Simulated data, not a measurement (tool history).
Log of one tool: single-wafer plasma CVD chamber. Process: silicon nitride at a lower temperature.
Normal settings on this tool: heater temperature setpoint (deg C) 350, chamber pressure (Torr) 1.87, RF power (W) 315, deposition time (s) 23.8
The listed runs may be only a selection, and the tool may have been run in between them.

run	hour	heater temperature setpoint (deg C)	chamber pressure (Torr)	RF power (W)	deposition time (s)	read-back reference wafer on the same gauge, thickness_nm	mean film thickness on the monitor wafer (angstrom)
1	0.0	350	1.87	315	23.8	33.240	285.25
2	17.0	350	1.87	315	23.8	33.212	286.85
3	27.5	350	1.87	315	23.8	33.197	284.54
4	35.9	350	1.87	315	23.8	33.201	285.88
5	48.8	350	1.87	315	23.8	33.199	285.13
6	57.1	350	1.87	315	23.8	33.236	286.24
7	66.8	350	2.13	315	21.3	33.226	266.57
8	74.1	346	1.87	315	23.8	33.190	286.29
9	81.6	345	2.26	270	23.8	33.246	281.03
# hour 85.4: gauge calibrated
10	97.8	360	1.62	315	21.9	33.210	247.44
11	106.6	362	1.87	315	25.5	33.194	303.12
12	121.8	350	1.87	315	23.8	33.220	284.63
# hour 130.7: RF generator calibrated, repeated, since the last time left the tool worse
# hour 137.4: thermocouple changed; heater temperature recalibrated
13	137.9	350	1.87	315	23.8	33.194	295.64
14	146.2	350	1.87	360	21.2	33.199	284.00
15	154.7	359	1.87	315	23.8	33.205	295.80
16	168.1	335	1.87	375	19.9	33.207	271.32
17	178.2	350	1.87	315	19.3	33.217	242.82
18	184.8	350	1.87	340	23.8	33.206	307.35
# hour 192.9: capacitance manometer re-zeroed and calibrated
19	238.0	350	2.05	315	21.9	33.198	280.09
20	247.2	350	1.87	315	19.3	33.236	239.33
21	255.9	350	1.87	315	23.8	33.216	297.59
22	268.0	350	1.87	315	23.8	33.200	294.87
23	284.6	350	1.87	315	23.8	33.201	299.07
24	301.8	350	1.87	315	23.8	33.188	295.56
25	350.8	350	1.74	350	27.4	33.208	348.34
26	367.6	350	1.87	370	23.8	33.196	318.40
27	380.9	341	1.87	315	23.8	33.192	297.44

Consider 5 possible next runs. They are alternatives, not a sequence: every one starts from the tool as it was left by run 27. What does each give?
A	381.3	350	1.87	315	23.8	?	?
B	381.3	344	1.87	335	23.8	?	?
C	381.3	350	1.87	350	23.8	?	?
D	381.3	340	1.87	315	23.8	?	?
E	381.3	342	1.50	290	23.8	?	?

run	read-back reference wafer on the same gauge, thickness_nm	mean film thickness on the monitor wafer (angstrom)
A	33.180	298.57
B	33.180	307.62
C	33.180	313.17
D	33.180	299.54
E	33.180	266.93
Take away the tool's hidden state, keep each run's random variation, and the runs would have read:
run	mean film thickness on the monitor wafer (angstrom)
A	300.92
B	310.04
C	315.54
D	301.90
E	269.09
